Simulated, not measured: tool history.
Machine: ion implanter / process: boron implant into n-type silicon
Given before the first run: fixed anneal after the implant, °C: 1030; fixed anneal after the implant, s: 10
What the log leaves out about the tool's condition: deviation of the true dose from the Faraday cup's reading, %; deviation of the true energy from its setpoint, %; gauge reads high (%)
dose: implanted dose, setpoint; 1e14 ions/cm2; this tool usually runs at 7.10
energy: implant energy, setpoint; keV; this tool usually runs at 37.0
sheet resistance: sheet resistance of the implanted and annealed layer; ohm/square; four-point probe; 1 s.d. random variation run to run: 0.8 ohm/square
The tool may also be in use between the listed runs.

run	hour	dose	energy	wafers since the last listed run	hours since the last dose calibration	hours since the extraction supply was calibrated	hours since the gauge calibration	read-back reference wafer on the same gauge, sheet resistance	sheet resistance
1	0.0	7.10	37.0	0	1255.8	2471.7	526.2	162.09	144.84
2	34.8	7.10	37.0	798	1290.6	2506.5	561.0	162.24	144.52
3	66.9	7.10	37.0	736	1322.7	2538.6	593.1	162.15	143.66
# hour 120.0: gauge calibrated
4	134.2	5.63	37.0	1544	1390.0	2605.9	14.2	165.07	175.69
5	188.1	7.10	37.0	1237	1443.9	2659.8	68.1	164.97	145.88
6	256.6	7.10	37.0	1572	1512.4	2728.3	136.6	164.48	145.61
7	281.5	7.10	37.0	571	1537.3	2753.2	161.5	164.03	145.13
8	345.0	7.10	45.5	1457	1600.8	2816.7	225.0	163.99	141.52
9	394.0	7.10	45.5	1124	1649.8	2865.7	274.0	163.98	142.87
10	465.9	8.51	33.0	1650	1721.7	2937.6	345.9	162.97	124.77
11	536.8	7.10	49.0	1627	1792.6	3008.5	416.8	162.58	141.00
12	576.6	5.26	27.5	913	1832.4	3048.3	456.6	162.19	188.94
13	641.2	7.10	37.0	1482	1897.0	3112.9	521.2	162.25	141.85
# hour 656.6: extraction supply calibrated
# hour 658.3: Faraday cup replaced and dose calibrated
14	710.3	7.10	37.0	1363	52.0	53.7	590.3	161.40	143.22
# hour 747.3: gauge calibrated
15	777.0	7.10	37.0	1531	118.7	120.4	29.7	166.19	145.76

For run 16, what comes out?
16	833.5	6.39	44.5	1296	175.2	176.9	86.2	?	?

read-back reference wafer on the same gauge, sheet resistance: 165.37
sheet resistance: 157.91 ohm/square
Were there no unlogged condition in the tool, this run, its random variation unchanged, would have produced sheet resistance 158.50 ohm/square.
